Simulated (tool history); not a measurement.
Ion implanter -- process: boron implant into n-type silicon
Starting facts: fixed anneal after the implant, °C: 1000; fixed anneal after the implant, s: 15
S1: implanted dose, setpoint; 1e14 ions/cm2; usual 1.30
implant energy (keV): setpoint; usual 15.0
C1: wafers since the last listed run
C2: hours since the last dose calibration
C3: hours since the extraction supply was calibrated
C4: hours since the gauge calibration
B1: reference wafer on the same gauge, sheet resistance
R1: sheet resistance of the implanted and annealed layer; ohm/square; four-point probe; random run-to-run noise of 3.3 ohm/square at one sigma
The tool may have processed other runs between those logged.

{"run": 1, "hour": 0.0, "S1": 1.3, "implant energy (keV)": 15.0, "C1": 0, "C2": 98.3, "C3": 1549.8, "C4": 546.8, "B1": 564.5, "R1": 657.49}
{"run": 2, "hour": 62.6, "S1": 1.3, "implant energy (keV)": 15.0, "C1": 640, "C2": 160.9, "C3": 1612.4, "C4": 609.4, "B1": 563.71, "R1": 647.33}
{"run": 3, "hour": 285.5, "S1": 1.3, "implant energy (keV)": 15.0, "C1": 2282, "C2": 383.8, "C3": 1835.3, "C4": 832.3, "B1": 564.05, "R1": 648.27}
{"run": 4, "hour": 328.1, "S1": 1.3, "implant energy (keV)": 15.0, "C1": 436, "C2": 426.4, "C3": 1877.9, "C4": 874.9, "B1": 563.93, "R1": 644.5}
{"run": 5, "hour": 369.3, "S1": 1.3, "implant energy (keV)": 15.0, "C1": 421, "C2": 467.6, "C3": 1919.1, "C4": 916.1, "B1": 563.98, "R1": 646.75}
{"run": 6, "hour": 433.3, "S1": 1.3, "implant energy (keV)": 15.0, "C1": 655, "C2": 531.6, "C3": 1983.1, "C4": 980.1, "B1": 564.35, "R1": 643.85}
{"hour": 517.8, "done": "Faraday cup replaced and dose calibrated"}
{"hour": 698.5, "done": "gauge calibrated"}
{"run": 7, "hour": 711.5, "S1": 1.3, "implant energy (keV)": 15.0, "C1": 2766, "C2": 193.7, "C3": 2261.3, "C4": 13.0, "B1": 562.86, "R1": 645.97}
{"run": 8, "hour": 811.9, "S1": 1.3, "implant energy (keV)": 15.0, "C1": 1027, "C2": 294.1, "C3": 2361.7, "C4": 113.4, "B1": 564.72, "R1": 634.71}
{"hour": 848.8, "done": "extraction supply calibrated"}
{"run": 9, "hour": 917.6, "S1": 1.3, "implant energy (keV)": 15.0, "C1": 1000, "C2": 399.8, "C3": 68.8, "C4": 219.1, "B1": 564.72, "R1": 637.39}
{"hour": 985.0, "done": "Faraday cup replaced and dose calibrated"}
{"run": 10, "hour": 985.5, "S1": 1.3, "implant energy (keV)": 15.0, "C1": 613, "C2": 0.5, "C3": 136.7, "C4": 287.0, "B1": 564.04, "R1": 659.32}
{"run": 11, "hour": 1017.3, "S1": 1.3, "implant energy (keV)": 15.0, "C1": 325, "C2": 32.3, "C3": 168.5, "C4": 318.8, "B1": 564.59, "R1": 655.68}
{"run": 12, "hour": 1108.8, "S1": 1.12, "implant energy (keV)": 15.0, "C1": 936, "C2": 123.8, "C3": 260.0, "C4": 410.3, "B1": 564.16, "R1": 725.98}
{"run": 13, "hour": 1201.0, "S1": 1.3, "implant energy (keV)": 15.0, "C1": 944, "C2": 216.0, "C3": 352.2, "C4": 502.5, "B1": 564.51, "R1": 647.79}
{"run": 14, "hour": 1290.3, "S1": 1.4, "implant energy (keV)": 18.5, "C1": 914, "C2": 305.3, "C3": 441.5, "C4": 591.8, "B1": 564.5, "R1": 585.72}

Forecast run 15:
{"run": 15, "hour": 1359.0, "S1": 1.59, "implant energy (keV)": 17.5, "C1": 703, "C2": 374.0, "C3": 510.2, "C4": 660.5, "B1": "?", "R1": "?"}

{"run 15": {"B1": 563.78, "R1": 534.88}}
On a tool with no hidden condition, and with the same random variation, this run would have come out at R1 550.06 ohm/square.
